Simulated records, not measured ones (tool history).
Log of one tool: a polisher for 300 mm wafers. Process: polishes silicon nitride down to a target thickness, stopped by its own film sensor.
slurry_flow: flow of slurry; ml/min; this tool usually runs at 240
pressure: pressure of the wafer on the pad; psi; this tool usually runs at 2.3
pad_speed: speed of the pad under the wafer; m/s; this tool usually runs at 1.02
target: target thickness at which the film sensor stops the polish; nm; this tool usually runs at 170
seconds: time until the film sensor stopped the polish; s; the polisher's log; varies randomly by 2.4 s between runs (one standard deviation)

| run | hour | slurry_flow | pressure | pad_speed | target | wafers since the last listed run | wafers polished on this pad | hours since the slurry nozzle was cleaned | hours since the head pressure was calibrated | incoming thickness of the incoming film, nm | seconds |
|---|---|---|---|---|---|---|---|---|---|---|---|
| 1 | 0 | 240 | 2.3 | 1.02 | 170 | 0 | 307 | 188.3 | 1.5 | 310.2 | 153.9 |
| 2 | 71 | 240 | 2.3 | 1.02 | 170 | 444 | 751 | 259.3 | 72.5 | 312.4 | 162 |
| 3 | 127.2 | 240 | 2.3 | 1.02 | 170 | 351 | 1103 | 315.5 | 128.7 | 310.7 | 166.9 |
| 4 | 170.4 | 240 | 2.3 | 1.02 | 170 | 270 | 1373 | 358.7 | 171.9 | 310.8 | 173.7 |
|  | 191.5 | worn pad replaced by a new one |
| 5 | 207.4 | 240 | 2.3 | 1.02 | 170 | 206 | 99 | 395.7 | 208.9 | 309.7 | 151.7 |
| 6 | 253.5 | 240 | 2.3 | 1.02 | 170 | 288 | 388 | 441.8 | 255 | 309.5 | 156.2 |
| 7 | 316.5 | 240 | 2.3 | 1.02 | 170 | 394 | 782 | 504.8 | 318 | 310.9 | 161.4 |
| 8 | 380 | 240 | 2.3 | 1.02 | 170 | 397 | 1179 | 568.3 | 381.5 | 311.9 | 172.3 |
| 9 | 412.6 | 240 | 2.3 | 1.02 | 170 | 203 | 1383 | 600.9 | 414.1 | 305.2 | 166.9 |
|  | 468.9 | worn pad replaced by a new one |
| 10 | 469.4 | 240 | 2.3 | 1.28 | 170 | 330 | 3 | 657.7 | 470.9 | 310.9 | 131.1 |
| 11 | 529.3 | 280 | 2.3 | 0.84 | 170 | 374 | 378 | 717.6 | 530.8 | 307.4 | 171.2 |
| 12 | 677.1 | 275 | 1.8 | 1.3 | 170 | 924 | 1302 | 865.4 | 678.6 | 315 | 182.8 |
|  | 720.7 | slurry nozzle cleaned |
|  | 737.2 | worn pad replaced by a new one |
| 13 | 746.8 | 240 | 2.3 | 1.02 | 170 | 404 | 59 | 26.1 | 748.3 | 309.8 | 150.9 |
|  | 805.5 | head pressure recalibrated |
| 14 | 811.3 | 240 | 2.3 | 1.02 | 170 | 390 | 450 | 90.6 | 5.8 | 316.5 | 162 |
| 15 | 862.9 | 240 | 2.3 | 1.24 | 170 | 322 | 773 | 142.2 | 57.4 | 305.6 | 136.8 |
| 16 | 888.4 | 165 | 2.6 | 0.74 | 214 | 159 | 933 | 167.7 | 82.9 | 308.8 | 123.8 |
| 17 | 917.5 | 240 | 2.3 | 1.22 | 170 | 182 | 1115 | 196.8 | 112 | 306.4 | 147.1 |
|  | 946.3 | worn pad replaced by a new one |
| 18 | 980.1 | 240 | 3 | 1.02 | 137 | 366 | 211 | 259.4 | 174.6 | 306.4 | 150.7 |
| 19 | 1096.7 | 315 | 2.1 | 1.02 | 170 | 729 | 941 | 376 | 291.2 | 313.2 | 174.1 |
| 20 | 1153.6 | 240 | 2.3 | 1.02 | 170 | 355 | 1297 | 432.9 | 348.1 | 306.5 | 165.7 |
|  | 1165.6 | worn pad replaced by a new one |
| 21 | 1209 | 240 | 1.5 | 1.18 | 205 | 321 | 271 | 488.3 | 403.5 | 315 | 156.8 |

4 options for the next run, each taken on its own from the tool as it stands now. Forecast them:
| A | 1209.5 | 180 | 2.3 | 1.02 | 170 | 3 | 274 | 488.8 | 404 | 311.7 | ? |
| B | 1209.5 | 240 | 2.7 | 1.02 | 170 | 3 | 274 | 488.8 | 404 | 311.7 | ? |
| C | 1209.5 | 240 | 2.3 | 0.76 | 186 | 3 | 274 | 488.8 | 404 | 311.7 | ? |
| D | 1209.5 | 195 | 2.3 | 1.02 | 170 | 3 | 274 | 488.8 | 404 | 311.7 | ? |

| run | seconds |
|---|---|
| A | 163 |
| B | 137.4 |
| C | 162.9 |
| D | 160.9 |
Without the tool's hidden state the same runs would have given:
| run | seconds |
|---|---|
| A | 159.4 |
| B | 134.4 |
| C | 159.3 |
| D | 157.4 |
